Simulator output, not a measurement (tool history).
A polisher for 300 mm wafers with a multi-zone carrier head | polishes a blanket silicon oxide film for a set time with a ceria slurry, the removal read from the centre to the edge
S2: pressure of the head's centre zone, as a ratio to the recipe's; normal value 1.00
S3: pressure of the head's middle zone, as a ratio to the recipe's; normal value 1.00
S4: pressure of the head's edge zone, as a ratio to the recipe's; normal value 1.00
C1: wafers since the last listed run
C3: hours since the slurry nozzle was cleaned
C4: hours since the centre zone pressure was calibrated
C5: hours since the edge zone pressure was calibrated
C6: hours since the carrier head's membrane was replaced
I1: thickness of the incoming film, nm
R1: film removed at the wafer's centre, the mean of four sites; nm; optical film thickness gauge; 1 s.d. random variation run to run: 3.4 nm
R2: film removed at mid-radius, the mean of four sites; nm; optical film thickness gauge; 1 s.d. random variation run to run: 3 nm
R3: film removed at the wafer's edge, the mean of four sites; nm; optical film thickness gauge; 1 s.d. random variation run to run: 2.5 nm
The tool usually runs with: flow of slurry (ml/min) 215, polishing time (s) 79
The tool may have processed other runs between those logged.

{"run": 1, "hour": 0.0, "flow of slurry (ml/min)": 150, "S2": 0.9, "S3": 1.0, "S4": 1.06, "polishing time (s)": 79, "C1": 0, "wafers polished on this pad": 6978, "C3": 429.5, "C4": 160.7, "C5": 753.1, "C6": 22.8, "I1": 1843.6, "R1": 263.8, "R2": 299.6, "R3": 293.8}
{"run": 2, "hour": 85.6, "flow of slurry (ml/min)": 215, "S2": 1.0, "S3": 1.0, "S4": 1.0, "polishing time (s)": 79, "C1": 1139, "wafers polished on this pad": 8117, "C3": 515.1, "C4": 246.3, "C5": 838.7, "C6": 108.4, "I1": 1846.0, "R1": 303.7, "R2": 308.3, "R3": 291.6}
{"run": 3, "hour": 164.4, "flow of slurry (ml/min)": 215, "S2": 1.0, "S3": 1.1, "S4": 1.0, "polishing time (s)": 52, "C1": 1049, "wafers polished on this pad": 9166, "C3": 593.9, "C4": 325.1, "C5": 917.5, "C6": 187.2, "I1": 1848.8, "R1": 195.0, "R2": 219.3, "R3": 191.9}
{"run": 4, "hour": 206.0, "flow of slurry (ml/min)": 215, "S2": 1.0, "S3": 1.0, "S4": 1.0, "polishing time (s)": 79, "C1": 553, "wafers polished on this pad": 9720, "C3": 635.5, "C4": 366.7, "C5": 959.1, "C6": 228.8, "I1": 1857.6, "R1": 292.3, "R2": 302.5, "R3": 288.5}
{"hour": 244.3, "done": "worn pad replaced by a new one"}
{"run": 5, "hour": 307.2, "flow of slurry (ml/min)": 215, "S2": 1.0, "S3": 1.0, "S4": 1.0, "polishing time (s)": 92, "C1": 1293, "wafers polished on this pad": 837, "C3": 736.7, "C4": 467.9, "C5": 1060.3, "C6": 330.0, "I1": 1840.4, "R1": 338.4, "R2": 352.4, "R3": 340.8}
{"hour": 321.3, "done": "slurry nozzle cleaned"}
{"run": 6, "hour": 413.0, "flow of slurry (ml/min)": 215, "S2": 1.0, "S3": 1.0, "S4": 1.0, "polishing time (s)": 79, "C1": 1395, "wafers polished on this pad": 2232, "C3": 91.7, "C4": 573.7, "C5": 1166.1, "C6": 435.8, "I1": 1842.2, "R1": 289.7, "R2": 304.5, "R3": 293.1}
{"run": 7, "hour": 492.8, "flow of slurry (ml/min)": 215, "S2": 1.0, "S3": 1.0, "S4": 1.0, "polishing time (s)": 79, "C1": 1062, "wafers polished on this pad": 3294, "C3": 171.5, "C4": 653.5, "C5": 1245.9, "C6": 515.6, "I1": 1873.3, "R1": 292.0, "R2": 301.2, "R3": 291.9}
{"hour": 529.7, "done": "edge zone pressure recalibrated"}
{"run": 8, "hour": 530.2, "flow of slurry (ml/min)": 215, "S2": 0.92, "S3": 1.0, "S4": 1.0, "polishing time (s)": 79, "C1": 471, "wafers polished on this pad": 3766, "C3": 208.9, "C4": 690.9, "C5": 0.5, "C6": 553.0, "I1": 1865.7, "R1": 269.4, "R2": 304.0, "R3": 293.5}
{"run": 9, "hour": 621.3, "flow of slurry (ml/min)": 215, "S2": 1.0, "S3": 1.0, "S4": 1.0, "polishing time (s)": 79, "C1": 1212, "wafers polished on this pad": 4978, "C3": 300.0, "C4": 782.0, "C5": 91.6, "C6": 644.1, "I1": 1841.5, "R1": 289.1, "R2": 301.5, "R3": 288.3}
{"run": 10, "hour": 668.4, "flow of slurry (ml/min)": 215, "S2": 1.0, "S3": 0.89, "S4": 1.0, "polishing time (s)": 104, "C1": 627, "wafers polished on this pad": 5605, "C3": 347.1, "C4": 829.1, "C5": 138.7, "C6": 691.2, "I1": 1847.5, "R1": 372.3, "R2": 368.7, "R3": 379.3}
{"hour": 694.8, "done": "centre zone pressure recalibrated"}
{"run": 11, "hour": 751.2, "flow of slurry (ml/min)": 270, "S2": 1.0, "S3": 0.94, "S4": 1.0, "polishing time (s)": 79, "C1": 1075, "wafers polished on this pad": 6681, "C3": 429.9, "C4": 56.4, "C5": 221.5, "C6": 774.0, "I1": 1842.6, "R1": 302.4, "R2": 296.9, "R3": 288.4}
{"run": 12, "hour": 807.3, "flow of slurry (ml/min)": 215, "S2": 1.0, "S3": 1.0, "S4": 1.0, "polishing time (s)": 79, "C1": 746, "wafers polished on this pad": 7428, "C3": 486.0, "C4": 112.5, "C5": 277.6, "C6": 830.1, "I1": 1833.2, "R1": 299.8, "R2": 309.4, "R3": 287.3}
{"run": 13, "hour": 892.8, "flow of slurry (ml/min)": 215, "S2": 0.97, "S3": 1.09, "S4": 0.92, "polishing time (s)": 93, "C1": 1138, "wafers polished on this pad": 8566, "C3": 571.5, "C4": 198.0, "C5": 363.1, "C6": 915.6, "I1": 1875.5, "R1": 336.3, "R2": 389.7, "R3": 334.7}
{"run": 14, "hour": 954.8, "flow of slurry (ml/min)": 160, "S2": 1.0, "S3": 0.95, "S4": 1.03, "polishing time (s)": 79, "C1": 825, "wafers polished on this pad": 9391, "C3": 633.5, "C4": 260.0, "C5": 425.1, "C6": 977.6, "I1": 1829.3, "R1": 291.0, "R2": 289.4, "R3": 292.2}
{"hour": 971.3, "done": "worn pad replaced by a new one"}
{"run": 15, "hour": 994.0, "flow of slurry (ml/min)": 215, "S2": 1.0, "S3": 1.0, "S4": 1.0, "polishing time (s)": 94, "C1": 468, "wafers polished on this pad": 301, "C3": 672.7, "C4": 299.2, "C5": 464.3, "C6": 1016.8, "I1": 1850.3, "R1": 357.2, "R2": 366.1, "R3": 343.9}
{"hour": 1038.3, "done": "carrier head's membrane replaced by a new one"}
{"hour": 1060.1, "done": "slurry nozzle cleaned"}
{"run": 16, "hour": 1099.7, "flow of slurry (ml/min)": 215, "S2": 1.0, "S3": 1.0, "S4": 1.0, "polishing time (s)": 94, "C1": 1327, "wafers polished on this pad": 1628, "C3": 39.6, "C4": 404.9, "C5": 570.0, "C6": 61.4, "I1": 1854.3, "R1": 347.7, "R2": 361.1, "R3": 344.4}
{"run": 17, "hour": 1171.8, "flow of slurry (ml/min)": 215, "S2": 1.0, "S3": 0.96, "S4": 1.0, "polishing time (s)": 79, "C1": 959, "wafers polished on this pad": 2588, "C3": 111.7, "C4": 477.0, "C5": 642.1, "C6": 133.5, "I1": 1869.0, "R1": 297.3, "R2": 294.6, "R3": 291.8}
{"run": 18, "hour": 1215.3, "flow of slurry (ml/min)": 250, "S2": 1.0, "S3": 1.06, "S4": 1.11, "polishing time (s)": 79, "C1": 579, "wafers polished on this pad": 3167, "C3": 155.2, "C4": 520.5, "C5": 685.6, "C6": 177.0, "I1": 1831.7, "R1": 292.8, "R2": 316.3, "R3": 301.4}
{"run": 19, "hour": 1282.2, "flow of slurry (ml/min)": 285, "S2": 0.96, "S3": 1.0, "S4": 1.0, "polishing time (s)": 103, "C1": 890, "wafers polished on this pad": 4058, "C3": 222.1, "C4": 587.4, "C5": 752.5, "C6": 243.9, "I1": 1867.4, "R1": 373.7, "R2": 400.7, "R3": 378.0}
{"run": 20, "hour": 1345.2, "flow of slurry (ml/min)": 280, "S2": 0.94, "S3": 1.0, "S4": 1.0, "polishing time (s)": 79, "C1": 838, "wafers polished on this pad": 4897, "C3": 285.1, "C4": 650.4, "C5": 815.5, "C6": 306.9, "I1": 1860.3, "R1": 280.4, "R2": 319.2, "R3": 292.0}
{"run": 21, "hour": 1549.4, "flow of slurry (ml/min)": 185, "S2": 1.0, "S3": 1.0, "S4": 0.93, "polishing time (s)": 79, "C1": 2718, "wafers polished on this pad": 7615, "C3": 489.3, "C4": 854.6, "C5": 1019.7, "C6": 511.1, "I1": 1837.4, "R1": 283.1, "R2": 301.6, "R3": 282.4}
{"hour": 1601.1, "done": "centre zone pressure recalibrated"}
{"run": 22, "hour": 1609.0, "flow of slurry (ml/min)": 215, "S2": 1.0, "S3": 1.0, "S4": 0.93, "polishing time (s)": 79, "C1": 766, "wafers polished on this pad": 8382, "C3": 548.9, "C4": 7.9, "C5": 1079.3, "C6": 570.7, "I1": 1859.5, "R1": 302.2, "R2": 303.9, "R3": 281.7}

Forecast each of these 4 alternatives for the next run:
{"run": "A", "hour": 1609.4, "flow of slurry (ml/min)": 215, "S2": 1.0, "S3": 1.0, "S4": 1.0, "polishing time (s)": 79, "C1": 5, "wafers polished on this pad": 8387, "C3": 549.3, "C4": 8.3, "C5": 1079.7, "C6": 571.1, "I1": 1860.3, "R1": "?", "R2": "?", "R3": "?"}
{"run": "B", "hour": 1609.4, "flow of slurry (ml/min)": 150, "S2": 1.0, "S3": 1.0, "S4": 1.08, "polishing time (s)": 79, "C1": 5, "wafers polished on this pad": 8387, "C3": 549.3, "C4": 8.3, "C5": 1079.7, "C6": 571.1, "I1": 1860.3, "R1": "?", "R2": "?", "R3": "?"}
{"run": "C", "hour": 1609.4, "flow of slurry (ml/min)": 150, "S2": 1.0, "S3": 1.11, "S4": 0.94, "polishing time (s)": 67, "C1": 5, "wafers polished on this pad": 8387, "C3": 549.3, "C4": 8.3, "C5": 1079.7, "C6": 571.1, "I1": 1860.3, "R1": "?", "R2": "?", "R3": "?"}
{"run": "D", "hour": 1609.4, "flow of slurry (ml/min)": 215, "S2": 1.07, "S3": 0.96, "S4": 1.1, "polishing time (s)": 79, "C1": 5, "wafers polished on this pad": 8387, "C3": 549.3, "C4": 8.3, "C5": 1079.7, "C6": 571.1, "I1": 1860.3, "R1": "?", "R2": "?", "R3": "?"}

run=A R1=295.1 R2=301.0 R3=292.0
run=B R1=288.0 R2=294.4 R3=294.8
run=C R1=244.4 R2=271.9 R3=238.5
run=D R1=315.9 R2=291.2 R3=301.7
With the hidden condition removed and each run's random variation left untouched, the same runs would have given:
run=A R1=295.4 R2=301.0 R3=292.0
run=B R1=288.2 R2=294.4 R3=294.8
run=C R1=244.6 R2=271.9 R3=238.5
run=D R1=316.1 R2=291.2 R3=301.7

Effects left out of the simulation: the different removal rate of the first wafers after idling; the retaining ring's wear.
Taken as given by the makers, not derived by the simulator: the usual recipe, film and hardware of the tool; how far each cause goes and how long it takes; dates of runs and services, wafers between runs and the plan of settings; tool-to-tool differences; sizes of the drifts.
